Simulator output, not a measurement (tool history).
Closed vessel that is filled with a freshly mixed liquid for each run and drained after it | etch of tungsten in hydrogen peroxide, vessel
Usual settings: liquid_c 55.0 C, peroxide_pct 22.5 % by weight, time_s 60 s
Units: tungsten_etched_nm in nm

run,day,liquid_c,peroxide_pct,time_s,"read-back film thickness of the tungsten reference wafer, read on the same gauge (nm)",tungsten_etched_nm
1,0.000,50.5,22.5,60,120.00,111.52
2,0.879,50.5,22.5,60,119.99,111.43
3,1.808,55.0,22.5,60,119.99,145.03
4,2.442,55.0,22.5,60,119.99,145.12
5,3.033,55.0,22.5,60,119.99,145.44
6,3.871,55.0,22.5,60,119.99,144.64
7,4.950,55.0,22.5,60,120.01,144.53
8,5.646,55.0,22.5,60,120.01,144.92
# day 5.838: thermometer replaced
9,6.942,62.5,22.5,45,120.01,167.91
10,7.529,55.0,22.5,60,120.00,144.10
11,8.075,46.5,22.5,60,119.99,85.86
# day 8.438: gauge calibrated
# day 8.542: peroxide flow meter replaced
# day 8.796: new drum of peroxide connected
12,8.962,55.0,22.5,60,119.99,153.63
13,9.633,55.0,22.5,60,119.98,154.12
14,11.062,46.0,29.5,95,119.99,160.20
15,12.317,55.0,22.5,40,120.01,102.21
16,13.796,62.0,28.0,30,119.99,127.66

3 ways to go on from here, each from the tool as it stands after run 16. What would each give?
A,13.825,55.0,19.5,60,?,?
B,13.825,55.0,29.0,30,?,?
C,13.825,47.5,28.0,75,?,?

run,"read-back film thickness of the tungsten reference wafer, read on the same gauge (nm)",tungsten_etched_nm
A,119.99,142.82
B,119.99,87.08
C,119.99,135.73
Without the tool's hidden state the same runs would have given:
run,tungsten_etched_nm
A,144.41
B,88.05
C,137.24
